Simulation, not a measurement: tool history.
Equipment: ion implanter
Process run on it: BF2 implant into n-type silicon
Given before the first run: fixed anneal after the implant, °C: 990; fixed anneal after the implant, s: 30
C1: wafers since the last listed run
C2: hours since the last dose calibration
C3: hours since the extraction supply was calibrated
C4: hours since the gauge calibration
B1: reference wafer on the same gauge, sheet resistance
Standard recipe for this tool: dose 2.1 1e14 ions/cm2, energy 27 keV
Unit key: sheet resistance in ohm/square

run 1 hour=0 | dose=1.76 energy=27 | C1=0 C2=335.2 C3=4883.2 C4=265.9 | B1=478.24 | sheet_resistance=530.43
run 2 hour=7.5 | dose=1.64 energy=27 | C1=318 C2=342.7 C3=4890.7 C4=273.4 | B1=477.91 | sheet_resistance=561.94
run 3 hour=15.3 | dose=1.64 energy=27 | C1=330 C2=350.5 C3=4898.5 C4=281.2 | B1=477.8 | sheet_resistance=561.67
run 4 hour=30 | dose=2.1 energy=27 | C1=623 C2=365.2 C3=4913.2 C4=295.9 | B1=478.11 | sheet_resistance=456.07
run 5 hour=44.6 | dose=2.1 energy=27 | C1=619 C2=379.8 C3=4927.8 C4=310.5 | B1=478.21 | sheet_resistance=456.29
run 6 hour=54.3 | dose=2.1 energy=27 | C1=411 C2=389.5 C3=4937.5 C4=320.2 | B1=478 | sheet_resistance=455.76
run 7 hour=61.8 | dose=2.1 energy=27 | C1=318 C2=397 C3=4945 C4=327.7 | B1=477.88 | sheet_resistance=457.44
run 8 hour=70.7 | dose=2.1 energy=27 | C1=377 C2=405.9 C3=4953.9 C4=336.6 | B1=477.91 | sheet_resistance=457.95
run 9 hour=80.2 | dose=2.1 energy=27 | C1=403 C2=415.4 C3=4963.4 C4=346.1 | B1=477.9 | sheet_resistance=457.41
run 10 hour=97.1 | dose=2.1 energy=27 | C1=717 C2=432.3 C3=4980.3 C4=363 | B1=477.97 | sheet_resistance=457.64
run 11 hour=145.8 | dose=2.1 energy=27 | C1=2066 C2=481 C3=5029 C4=411.7 | B1=477.96 | sheet_resistance=457.01
run 12 hour=163.4 | dose=1.7 energy=27 | C1=746 C2=498.6 C3=5046.6 C4=429.3 | B1=477.98 | sheet_resistance=543.89
run 13 hour=176.5 | dose=1.7 energy=27 | C1=555 C2=511.7 C3=5059.7 C4=442.4 | B1=477.8 | sheet_resistance=544.69
run 14 hour=190.2 | dose=1.7 energy=27 | C1=581 C2=525.4 C3=5073.4 C4=456.1 | B1=477.61 | sheet_resistance=543.64
run 15 hour=210.5 | dose=1.63 energy=27 | C1=861 C2=545.7 C3=5093.7 C4=476.4 | B1=478.05 | sheet_resistance=563.36
run 16 hour=221 | dose=2.49 energy=21 | C1=445 C2=556.2 C3=5104.2 C4=486.9 | B1=478.11 | sheet_resistance=403.4
run 17 hour=231.5 | dose=2.1 energy=34 | C1=445 C2=566.7 C3=5114.7 C4=497.4 | B1=477.97 | sheet_resistance=449.38
run 18 hour=249 | dose=1.73 energy=22.5 | C1=742 C2=584.2 C3=5132.2 C4=514.9 | B1=477.95 | sheet_resistance=547.43
run 19 hour=255.9 | dose=1.88 energy=31 | C1=292 C2=591.1 C3=5139.1 C4=521.8 | B1=478.13 | sheet_resistance=495.15
-- hour=260.1 gauge calibrated
run 20 hour=266.7 | dose=1.54 energy=33 | C1=458 C2=601.9 C3=5149.9 C4=6.6 | B1=478.12 | sheet_resistance=577.5
run 21 hour=274.5 | dose=1.76 energy=27 | C1=330 C2=609.7 C3=5157.7 C4=14.4 | B1=478 | sheet_resistance=528.88
run 22 hour=288.5 | dose=2.43 energy=18.5 | C1=594 C2=623.7 C3=5171.7 C4=28.4 | B1=477.78 | sheet_resistance=415.27
-- hour=317.2 Faraday cup replaced and dose calibrated
run 23 hour=325.2 | dose=2.1 energy=27 | C1=1217 C2=8 C3=5208.4 C4=65.1 | B1=477.74 | sheet_resistance=462.25
-- hour=339.2 extraction supply calibrated
run 24 hour=340.3 | dose=2.1 energy=31.5 | C1=301 C2=23.1 C3=1.1 C4=80.2 | B1=478.05 | sheet_resistance=456.42
run 25 hour=347.1 | dose=1.76 energy=27 | C1=288 C2=29.9 C3=7.9 C4=87 | B1=477.95 | sheet_resistance=535.26
run 26 hour=361.1 | dose=2.1 energy=27 | C1=594 C2=43.9 C3=21.9 C4=101 | B1=478.18 | sheet_resistance=460.89
run 27 hour=375.1 | dose=1.54 energy=22 | C1=594 C2=57.9 C3=35.9 C4=115 | B1=477.72 | sheet_resistance=611.41
run 28 hour=391.5 | dose=1.84 energy=24 | C1=695 C2=74.3 C3=52.3 C4=131.4 | B1=477.9 | sheet_resistance=520.31
run 29 hour=402.2 | dose=1.62 energy=33.5 | C1=454 C2=85 C3=63 C4=142.1 | B1=478.16 | sheet_resistance=556.04
run 30 hour=408.8 | dose=2.7 energy=33.5 | C1=280 C2=91.6 C3=69.6 C4=148.7 | B1=477.92 | sheet_resistance=368.63
run 31 hour=425.1 | dose=2.1 energy=27 | C1=691 C2=107.9 C3=85.9 C4=165 | B1=477.84 | sheet_resistance=461.12
run 32 hour=441.4 | dose=2.1 energy=22 | C1=691 C2=124.2 C3=102.2 C4=181.3 | B1=477.93 | sheet_resistance=466.76
run 33 hour=457.1 | dose=2.1 energy=23 | C1=666 C2=139.9 C3=117.9 C4=197 | B1=478.08 | sheet_resistance=466.43
run 34 hour=470.5 | dose=2.33 energy=31 | C1=568 C2=153.3 C3=131.3 C4=210.4 | B1=478.06 | sheet_resistance=417.42
run 35 hour=483.3 | dose=2.1 energy=27 | C1=543 C2=166.1 C3=144.1 C4=223.2 | B1=478.4 | sheet_resistance=458.18
run 36 hour=497 | dose=1.76 energy=27 | C1=581 C2=179.8 C3=157.8 C4=236.9 | B1=478.05 | sheet_resistance=532.11
run 37 hour=503.6 | dose=2.1 energy=29.5 | C1=280 C2=186.4 C3=164.4 C4=243.5 | B1=478.09 | sheet_resistance=454.3
run 38 hour=519.7 | dose=2.62 energy=20.5 | C1=683 C2=202.5 C3=180.5 C4=259.6 | B1=478.19 | sheet_resistance=388.03

The tool's hidden state at each run:
deviation of the true energy from its setpoint, %: 0, the same for each run
gauge reads high (%): 0, the same for each run
H1: deviation of the true dose from the Faraday cup's reading, %
run=1 H1=1.17
run=2 H1=1.18
run=3 H1=1.19
run=4 H1=1.22
run=5 H1=1.24
run=6 H1=1.26
run=7 H1=1.27
run=8 H1=1.28
run=9 H1=1.3
run=10 H1=1.32
run=11 H1=1.38
run=12 H1=1.4
run=13 H1=1.41
run=14 H1=1.42
run=15 H1=1.44
run=16 H1=1.45
run=17 H1=1.46
run=18 H1=1.47
run=19 H1=1.48
run=20 H1=1.48
run=21 H1=1.49
run=22 H1=1.5
run=23 H1=-0.0712
run=24 H1=0.0336
run=25 H1=0.0788
run=26 H1=0.168
run=27 H1=0.253
run=28 H1=0.346
run=29 H1=0.403
run=30 H1=0.437
run=31 H1=0.518
run=32 H1=0.594
run=33 H1=0.663
run=34 H1=0.718
run=35 H1=0.768
run=36 H1=0.818
run=37 H1=0.842
run=38 H1=0.897
